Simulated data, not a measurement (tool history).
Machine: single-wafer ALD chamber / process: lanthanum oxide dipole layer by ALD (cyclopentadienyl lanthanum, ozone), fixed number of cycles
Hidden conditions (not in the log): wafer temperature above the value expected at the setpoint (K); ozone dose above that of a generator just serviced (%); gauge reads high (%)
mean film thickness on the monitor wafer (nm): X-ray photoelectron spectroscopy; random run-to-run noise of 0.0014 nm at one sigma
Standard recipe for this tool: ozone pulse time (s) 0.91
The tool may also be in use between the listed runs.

| run | hour | ozone pulse time (s) | wafers since the last listed run | hours since the last thermocouple change | hours since the last ozone generator service | hours since the showerhead was replaced | hours since the gauge calibration | read-back reference wafer on the same gauge, thickness_nm | mean film thickness on the monitor wafer (nm) |
|---|---|---|---|---|---|---|---|---|---|
| 1 | 0 | 1 | 0 | 722.4 | 253.4 | 1417.9 | 284.3 | 0.488 | 0.549 |
| 2 | 57.5 | 1 | 791 | 779.9 | 310.9 | 1475.4 | 341.8 | 0.488 | 0.549 |
| 3 | 157.7 | 0.91 | 1378 | 880.1 | 411.1 | 1575.6 | 442 | 0.488 | 0.526 |
| 4 | 227.7 | 0.74 | 963 | 950.1 | 481.1 | 1645.6 | 512 | 0.488 | 0.463 |
| 5 | 280.8 | 0.71 | 730 | 1003.2 | 534.2 | 1698.7 | 565.1 | 0.488 | 0.45 |
| 6 | 355.6 | 0.71 | 1029 | 1078 | 609 | 1773.5 | 639.9 | 0.488 | 0.448 |
| 7 | 441.2 | 0.71 | 1178 | 1163.6 | 694.6 | 1859.1 | 725.5 | 0.488 | 0.448 |
| 8 | 523.1 | 0.91 | 1127 | 1245.5 | 776.5 | 1941 | 807.4 | 0.488 | 0.522 |
| 9 | 574.3 | 0.91 | 704 | 1296.7 | 827.7 | 1992.2 | 858.6 | 0.488 | 0.521 |
|  | 626.6 | thermocouple changed; heater temperature recalibrated |
| 10 | 633.5 | 0.91 | 704 | 6.9 | 886.9 | 2051.4 | 917.8 | 0.488 | 0.519 |
| 11 | 738.4 | 0.91 | 1443 | 111.8 | 991.8 | 2156.3 | 1022.7 | 0.488 | 0.52 |
|  | 745.8 | gauge calibrated |
| 12 | 832.5 | 0.61 | 1294 | 205.9 | 1085.9 | 2250.4 | 86.7 | 0.488 | 0.393 |
| 13 | 872 | 0.61 | 543 | 245.4 | 1125.4 | 2289.9 | 126.2 | 0.488 | 0.391 |
|  | 931.6 | showerhead replaced, of another model than before |
|  | 1084.4 | ozone generator serviced |
| 14 | 1086.1 | 0.8 | 2726 | 459.5 | 1.7 | 154.5 | 340.3 | 0.488 | 0.513 |
| 15 | 1189.9 | 0.91 | 1428 | 563.3 | 105.5 | 258.3 | 444.1 | 0.488 | 0.53 |
| 16 | 1261 | 0.75 | 978 | 634.4 | 176.6 | 329.4 | 515.2 | 0.488 | 0.502 |
| 17 | 1309.2 | 0.69 | 663 | 682.6 | 224.8 | 377.6 | 563.4 | 0.488 | 0.486 |
| 18 | 1412.6 | 1.1 | 1422 | 786 | 328.2 | 481 | 666.8 | 0.488 | 0.558 |
| 19 | 1512.9 | 0.91 | 1380 | 886.3 | 428.5 | 581.3 | 767.1 | 0.488 | 0.529 |
| 20 | 1620.3 | 1.18 | 1478 | 993.7 | 535.9 | 688.7 | 874.5 | 0.488 | 0.566 |
| 21 | 1714.7 | 0.62 | 1299 | 1088.1 | 630.3 | 783.1 | 968.9 | 0.488 | 0.465 |
| 22 | 1769.6 | 0.76 | 755 | 1143 | 685.2 | 838 | 1023.8 | 0.488 | 0.497 |
| 23 | 1863.5 | 1.13 | 1292 | 1236.9 | 779.1 | 931.9 | 1117.7 | 0.488 | 0.558 |

What the log doesn't show, run by run:
wafer temperature above the value expected at the setpoint (K): 0 on each run
gauge reads high (%): 0 on each run
H1: ozone dose above that of a generator just serviced (%)
| run | H1 |
|---|---|
| 1 | -2.73 |
| 2 | -3.1 |
| 3 | -3.64 |
| 4 | -3.95 |
| 5 | -4.16 |
| 6 | -4.42 |
| 7 | -4.67 |
| 8 | -4.87 |
| 9 | -4.98 |
| 10 | -5.1 |
| 11 | -5.26 |
| 12 | -5.39 |
| 13 | -5.43 |
| 14 | -0.207 |
| 15 | -1.28 |
| 16 | -1.88 |
| 17 | -2.25 |
| 18 | -2.91 |
| 19 | -3.44 |
| 20 | -3.88 |
| 21 | -4.2 |
| 22 | -4.36 |
| 23 | -4.59 |
